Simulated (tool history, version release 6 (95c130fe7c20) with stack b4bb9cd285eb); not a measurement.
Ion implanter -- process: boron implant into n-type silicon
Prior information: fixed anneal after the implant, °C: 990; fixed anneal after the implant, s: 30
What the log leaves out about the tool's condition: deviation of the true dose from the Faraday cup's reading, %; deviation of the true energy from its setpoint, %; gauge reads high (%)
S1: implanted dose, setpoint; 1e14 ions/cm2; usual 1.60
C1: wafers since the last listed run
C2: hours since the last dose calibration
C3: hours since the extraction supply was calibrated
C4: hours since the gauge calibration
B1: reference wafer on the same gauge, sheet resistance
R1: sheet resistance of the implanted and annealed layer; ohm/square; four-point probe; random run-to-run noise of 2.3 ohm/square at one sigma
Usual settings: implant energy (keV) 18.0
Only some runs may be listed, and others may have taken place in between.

Run 1, hour 0.0: usual settings; C1 0; C2 1912.9; C3 5194.7; C4 688.0; B1 662.32. Result: R1 560.92 ohm/square.
Run 2, hour 54.2: usual settings; C1 906; C2 1967.1; C3 5248.9; C4 742.2; B1 663.02. Result: R1 558.87 ohm/square.
Run 3, hour 101.8: usual settings; C1 795; C2 2014.7; C3 5296.5; C4 789.8; B1 662.52. Result: R1 561.78 ohm/square.
Run 4, hour 136.2: usual settings; C1 575; C2 2049.1; C3 5330.9; C4 824.2; B1 664.08. Result: R1 562.21 ohm/square.
Run 5, hour 195.3: usual settings; C1 987; C2 2108.2; C3 5390.0; C4 883.3; B1 663.99. Result: R1 564.65 ohm/square.
Run 6, hour 252.4: usual settings; C1 954; C2 2165.3; C3 5447.1; C4 940.4; B1 664.39. Result: R1 565.71 ohm/square.
Run 7, hour 311.5: usual settings; C1 987; C2 2224.4; C3 5506.2; C4 999.5; B1 664.97. Result: R1 567.22 ohm/square.
Run 8, hour 381.8: usual settings but implant energy (keV) 21.0; C1 1175; C2 2294.7; C3 5576.5; C4 1069.8; B1 664.83. Result: R1 553.04 ohm/square.
At hour 433.8: extraction supply calibrated.
Run 9, hour 448.4: usual settings but implant energy (keV) 21.0; C1 979; C2 2361.3; C3 14.6; C4 1136.4; B1 666.39. Result: R1 551.58 ohm/square.
Run 10, hour 508.9: usual settings but implant energy (keV) 21.0; C1 1011; C2 2421.8; C3 75.1; C4 1196.9; B1 665.19. Result: R1 552.64 ohm/square.
Run 11, hour 535.3: usual settings but implant energy (keV) 21.0; C1 441; C2 2448.2; C3 101.5; C4 1223.3; B1 665.17. Result: R1 551.99 ohm/square.
At hour 571.7: Faraday cup replaced and dose calibrated.
Run 12, hour 582.6: usual settings but S1 1.99 1e14 ions/cm2; C1 656; C2 10.9; C3 148.8; C4 1270.6; B1 664.94. Result: R1 473.21 ohm/square.
Run 13, hour 631.0: usual settings; C1 809; C2 59.3; C3 197.2; C4 1319.0; B1 666.39. Result: R1 565.85 ohm/square.
Run 14, hour 698.6: usual settings but S1 1.31 1e14 ions/cm2, implant energy (keV) 22.5; C1 1130; C2 126.9; C3 264.8; C4 1386.6; B1 666.11. Result: R1 633.90 ohm/square.
Run 15, hour 726.7: usual settings but implant energy (keV) 14.0; C1 469; C2 155.0; C3 292.9; C4 1414.7; B1 665.97. Result: R1 586.42 ohm/square.
At hour 816.4: gauge calibrated.
Run 16, hour 849.9: usual settings but S1 1.21 1e14 ions/cm2, implant energy (keV) 24.0; C1 2059; C2 278.2; C3 416.1; C4 33.5; B1 640.73. Result: R1 645.17 ohm/square.
Run 17, hour 969.0: usual settings but S1 2.01 1e14 ions/cm2, implant energy (keV) 22.5; C1 1990; C2 397.3; C3 535.2; C4 152.6; B1 645.98. Result: R1 441.47 ohm/square.
Run 18, hour 1001.6: usual settings; C1 544; C2 429.9; C3 567.8; C4 185.2; B1 646.77. Result: R1 544.64 ohm/square.
Run 19, hour 1038.3: usual settings but implant energy (keV) 15.0; C1 613; C2 466.6; C3 604.5; C4 221.9; B1 648.17. Result: R1 558.57 ohm/square.
Run 20, hour 1078.2: usual settings but implant energy (keV) 21.5; C1 666; C2 506.5; C3 644.4; C4 261.8; B1 649.31. Result: R1 533.09 ohm/square.
Run 21, hour 1141.4: usual settings but S1 1.43 1e14 ions/cm2, implant energy (keV) 16.0; C1 1056; C2 569.7; C3 707.6; C4 325.0; B1 651.04. Result: R1 613.45 ohm/square.

Measured less the same run without the tool's hidden state. The same run-to-run variation is in both; the gauge's scatter may not be:
run      R1
  1  +16.22
  2  +16.61
  3  +17.05
  4  +17.29
  5  +17.72
  6  +18.06
  7  +18.38
  8  +18.20
  9  +18.37
 10  +18.59
 11  +18.63
 12  +16.07
 13  +19.32
 14  +21.80
 15  +20.21
 16   -2.14
 17   +1.90
 18   +3.29
 19   +4.37
 20   +5.13
 21   +7.44
